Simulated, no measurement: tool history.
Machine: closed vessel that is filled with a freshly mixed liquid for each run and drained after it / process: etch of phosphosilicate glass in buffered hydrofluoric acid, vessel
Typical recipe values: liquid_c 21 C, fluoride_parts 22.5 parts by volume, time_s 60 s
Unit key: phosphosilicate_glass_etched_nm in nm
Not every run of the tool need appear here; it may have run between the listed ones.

run	hour	liquid_c	fluoride_parts	time_s	wafers since the last listed run	hours since the thermometer was replaced	hours since the hydrofluoric acid flow meter was replaced	hours since the gauge calibration	read-back film thickness of the phosphosilicate glass reference wafer, read on the same gauge (nm)	phosphosilicate_glass_etched_nm
1	0	23.5	22.5	60	0	311.5	584.8	124.3	89.99	114.45
2	64.8	23.5	22.5	60	8267	376.3	649.6	189.1	90.02	115.15
3	117.4	21	22.5	60	6711	428.9	702.2	241.7	89.99	99.81
4	158.9	21	22.5	60	5294	470.4	743.7	283.2	90.02	99.21
5	188.2	21	22.5	60	3738	499.7	773	312.5	90.02	99.84
6	253.6	21	22.5	60	8344	565.1	838.4	377.9	90	98.78
7	282.9	21	22.5	60	3738	594.4	867.7	407.2	90	99.47
8	332.4	21	22.5	60	6315	643.9	917.2	456.7	90.01	98.85
# hour 425.7: gauge calibrated
9	441.4	21	22.5	60	13907	752.9	1026.2	15.7	90.01	98.77
10	479.7	21	22.5	60	4886	791.2	1064.5	54	89.97	98.8
11	531.4	21	25.5	50	6596	842.9	1116.2	105.7	90	75.3
12	563	22.5	26.5	85	4031	874.5	1147.8	137.3	90.02	135.22
13	609.4	23.5	27	60	5920	920.9	1194.2	183.7	90.01	99.74
14	639.4	23.5	28	35	3827	950.9	1224.2	213.7	90	56.69
# hour 651.2: hydrofluoric acid flow meter replaced
# hour 665.2: thermometer replaced
15	677.3	22.5	13.5	60	4580	12.1	26.1	251.6	90	176
16	715.2	21	17.5	80	4835	50	64	289.5	89.98	168
17	764.5	21	30	60	6290	99.3	113.3	338.8	90.01	83.37
18	818.2	21	22.5	60	6851	153	167	392.5	90.01	101.99
19	883.2	24	16.5	35	8293	218	232	457.5	90	91.43

5 options for the next run, each taken on its own from the tool as it stands now. Forecast them:
A	883.9	21	22.5	60	89	218.7	232.7	458.2	?	?
B	883.9	21	22.5	50	89	218.7	232.7	458.2	?	?
C	883.9	18.5	29	60	89	218.7	232.7	458.2	?	?
D	883.9	19.5	17.5	85	89	218.7	232.7	458.2	?	?
E	883.9	25	20	60	89	218.7	232.7	458.2	?	?

run	read-back film thickness of the phosphosilicate glass reference wafer, read on the same gauge (nm)	phosphosilicate_glass_etched_nm
A	89.98	101.51
B	89.98	84.59
C	89.98	73.98
D	89.98	162.9
E	89.98	137.24
With the hidden condition removed and each run's random variation left untouched, the same runs would have given:
run	phosphosilicate_glass_etched_nm
A	102.54
B	85.45
C	74.73
D	165.27
E	138.63
